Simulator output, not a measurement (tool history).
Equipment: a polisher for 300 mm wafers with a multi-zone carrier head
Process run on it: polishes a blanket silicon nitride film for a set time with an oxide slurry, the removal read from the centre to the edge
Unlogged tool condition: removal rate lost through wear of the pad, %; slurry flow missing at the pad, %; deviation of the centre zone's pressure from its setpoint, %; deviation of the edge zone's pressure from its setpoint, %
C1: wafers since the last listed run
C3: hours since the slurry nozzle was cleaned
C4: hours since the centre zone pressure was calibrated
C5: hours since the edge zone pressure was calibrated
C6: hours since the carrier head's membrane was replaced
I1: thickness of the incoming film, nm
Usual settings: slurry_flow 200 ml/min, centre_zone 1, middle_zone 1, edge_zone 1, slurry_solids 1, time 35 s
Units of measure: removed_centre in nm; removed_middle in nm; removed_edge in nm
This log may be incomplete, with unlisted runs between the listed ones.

run 1 hour=0 | slurry_flow=230 centre_zone=1 middle_zone=1 edge_zone=1.06 slurry_solids=1 time=35 | C1=0 wafers_polished_on_this_pad=166 C3=162.5 C4=838.4 C5=460.8 C6=495.6 | I1=273.1 | removed_centre=23.9 removed_middle=23.8 removed_edge=25.4
run 2 hour=53 | slurry_flow=200 centre_zone=1 middle_zone=1 edge_zone=1 slurry_solids=1 time=35 | C1=654 wafers_polished_on_this_pad=820 C3=215.5 C4=891.4 C5=513.8 C6=548.6 | I1=269.1 | removed_centre=23.2 removed_middle=23.4 removed_edge=24.4
run 3 hour=85.5 | slurry_flow=200 centre_zone=0.94 middle_zone=1 edge_zone=1 slurry_solids=1 time=35 | C1=401 wafers_polished_on_this_pad=1222 C3=248 C4=923.9 C5=546.3 C6=581.1 | I1=271.5 | removed_centre=21.7 removed_middle=23.1 removed_edge=24.2
run 4 hour=149.5 | slurry_flow=200 centre_zone=1 middle_zone=1 edge_zone=1 slurry_solids=1 time=35 | C1=790 wafers_polished_on_this_pad=2012 C3=312 C4=987.9 C5=610.3 C6=645.1 | I1=271.7 | removed_centre=23.3 removed_middle=23.2 removed_edge=24.4
run 5 hour=208.2 | slurry_flow=200 centre_zone=1.06 middle_zone=1 edge_zone=0.89 slurry_solids=0.8 time=35 | C1=724 wafers_polished_on_this_pad=2736 C3=370.7 C4=1046.6 C5=669 C6=703.8 | I1=269.8 | removed_centre=22.5 removed_middle=21.7 removed_edge=21.1
run 6 hour=278.3 | slurry_flow=200 centre_zone=1 middle_zone=1 edge_zone=1 slurry_solids=1.25 time=35 | C1=865 wafers_polished_on_this_pad=3602 C3=440.8 C4=1116.7 C5=739.1 C6=773.9 | I1=274.3 | removed_centre=25.1 removed_middle=25.2 removed_edge=26.5
run 7 hour=303.2 | slurry_flow=200 centre_zone=1 middle_zone=1 edge_zone=1 slurry_solids=0.8 time=39 | C1=307 wafers_polished_on_this_pad=3909 C3=465.7 C4=1141.6 C5=764 C6=798.8 | I1=270.5 | removed_centre=24.1 removed_middle=23.6 removed_edge=25.3
run 8 hour=339.7 | slurry_flow=200 centre_zone=1 middle_zone=1 edge_zone=0.97 slurry_solids=1 time=44 | C1=450 wafers_polished_on_this_pad=4360 C3=502.2 C4=1178.1 C5=800.5 C6=835.3 | I1=274.3 | removed_centre=29.3 removed_middle=29 removed_edge=30.2
-- hour=358.2 slurry nozzle cleaned
run 9 hour=380.2 | slurry_flow=260 centre_zone=1 middle_zone=1 edge_zone=1 slurry_solids=1 time=26 | C1=487 wafers_polished_on_this_pad=4847 C3=22 C4=1218.6 C5=841 C6=875.8 | I1=265.6 | removed_centre=17.7 removed_middle=18 removed_edge=18.4
-- hour=414.6 worn pad replaced by a new one
run 10 hour=446.7 | slurry_flow=200 centre_zone=1 middle_zone=1 edge_zone=1 slurry_solids=1 time=35 | C1=771 wafers_polished_on_this_pad=396 C3=88.5 C4=1285.1 C5=907.5 C6=942.3 | I1=271.8 | removed_centre=23.5 removed_middle=23.2 removed_edge=24.2
run 11 hour=486.8 | slurry_flow=200 centre_zone=1 middle_zone=1 edge_zone=0.89 slurry_solids=0.9 time=35 | C1=495 wafers_polished_on_this_pad=891 C3=128.6 C4=1325.2 C5=947.6 C6=982.4 | I1=270.2 | removed_centre=22.6 removed_middle=22.6 removed_edge=22.3
-- hour=533.7 centre zone pressure recalibrated
-- hour=547.6 edge zone pressure recalibrated
run 12 hour=553.1 | slurry_flow=200 centre_zone=1 middle_zone=1 edge_zone=1 slurry_solids=1 time=35 | C1=769 wafers_polished_on_this_pad=1660 C3=194.9 C4=19.4 C5=5.5 C6=1048.7 | I1=271.6 | removed_centre=23.5 removed_middle=23.2 removed_edge=24
-- hour=575.2 carrier head's membrane replaced by a new one
run 13 hour=622 | slurry_flow=200 centre_zone=1 middle_zone=1 edge_zone=0.89 slurry_solids=1 time=35 | C1=788 wafers_polished_on_this_pad=2449 C3=263.8 C4=88.3 C5=74.4 C6=46.8 | I1=269.8 | removed_centre=23.4 removed_middle=23.2 removed_edge=23
run 14 hour=693.8 | slurry_flow=200 centre_zone=0.91 middle_zone=1.09 edge_zone=1 slurry_solids=1 time=40 | C1=886 wafers_polished_on_this_pad=3335 C3=335.6 C4=160.1 C5=146.2 C6=118.6 | I1=272 | removed_centre=24.2 removed_middle=28.6 removed_edge=27.7
run 15 hour=759.5 | slurry_flow=260 centre_zone=1.08 middle_zone=1 edge_zone=1 slurry_solids=1 time=40 | C1=811 wafers_polished_on_this_pad=4146 C3=401.3 C4=225.8 C5=211.9 C6=184.3 | I1=272.1 | removed_centre=29.6 removed_middle=27.7 removed_edge=28.8
run 16 hour=805.5 | slurry_flow=260 centre_zone=1 middle_zone=1 edge_zone=0.92 slurry_solids=1 time=26 | C1=567 wafers_polished_on_this_pad=4714 C3=447.3 C4=271.8 C5=257.9 C6=230.3 | I1=268 | removed_centre=18 removed_middle=17.9 removed_edge=17.8
-- hour=855.9 worn pad replaced by a new one
run 17 hour=865.8 | slurry_flow=200 centre_zone=1 middle_zone=1 edge_zone=1 slurry_solids=1.15 time=35 | C1=695 wafers_polished_on_this_pad=122 C3=507.6 C4=332.1 C5=318.2 C6=290.6 | I1=268.4 | removed_centre=24.3 removed_middle=24.3 removed_edge=25.7
run 18 hour=896.5 | slurry_flow=200 centre_zone=1 middle_zone=1 edge_zone=1 slurry_solids=1.1 time=35 | C1=378 wafers_polished_on_this_pad=501 C3=538.3 C4=362.8 C5=348.9 C6=321.3 | I1=269 | removed_centre=23.8 removed_middle=24.1 removed_edge=24.9
-- hour=927.2 slurry nozzle cleaned
run 19 hour=1088.7 | slurry_flow=200 centre_zone=1 middle_zone=1 edge_zone=1 slurry_solids=1 time=35 | C1=2360 wafers_polished_on_this_pad=2861 C3=161.5 C4=555 C5=541.1 C6=513.5 | I1=267.2 | removed_centre=23.5 removed_middle=23.4 removed_edge=24.7
run 20 hour=1113.6 | slurry_flow=175 centre_zone=1 middle_zone=0.97 edge_zone=1 slurry_solids=1 time=29 | C1=307 wafers_polished_on_this_pad=3169 C3=186.4 C4=579.9 C5=566 C6=538.4 | I1=265.9 | removed_centre=18.4 removed_middle=18.6 removed_edge=19.7
run 21 hour=1138 | slurry_flow=200 centre_zone=1 middle_zone=1.1 edge_zone=1.12 slurry_solids=1 time=35 | C1=301 wafers_polished_on_this_pad=3470 C3=210.8 C4=604.3 C5=590.4 C6=562.8 | I1=271.7 | removed_centre=22.5 removed_middle=25.2 removed_edge=25.7
run 22 hour=1173.8 | slurry_flow=200 centre_zone=1.06 middle_zone=0.94 edge_zone=1 slurry_solids=1 time=35 | C1=441 wafers_polished_on_this_pad=3912 C3=246.6 C4=640.1 C5=626.2 C6=598.6 | I1=270.6 | removed_centre=24.7 removed_middle=22.2 removed_edge=24.3

For each run, what was the tool's unlogged condition?
removal rate lost through wear of the pad, %: 0, the same for each run
slurry flow missing at the pad, %: 0, the same for each run
deviation of the centre zone's pressure from its setpoint, %: 0, the same for each run
deviation of the edge zone's pressure from its setpoint, %: 0, the same for each run
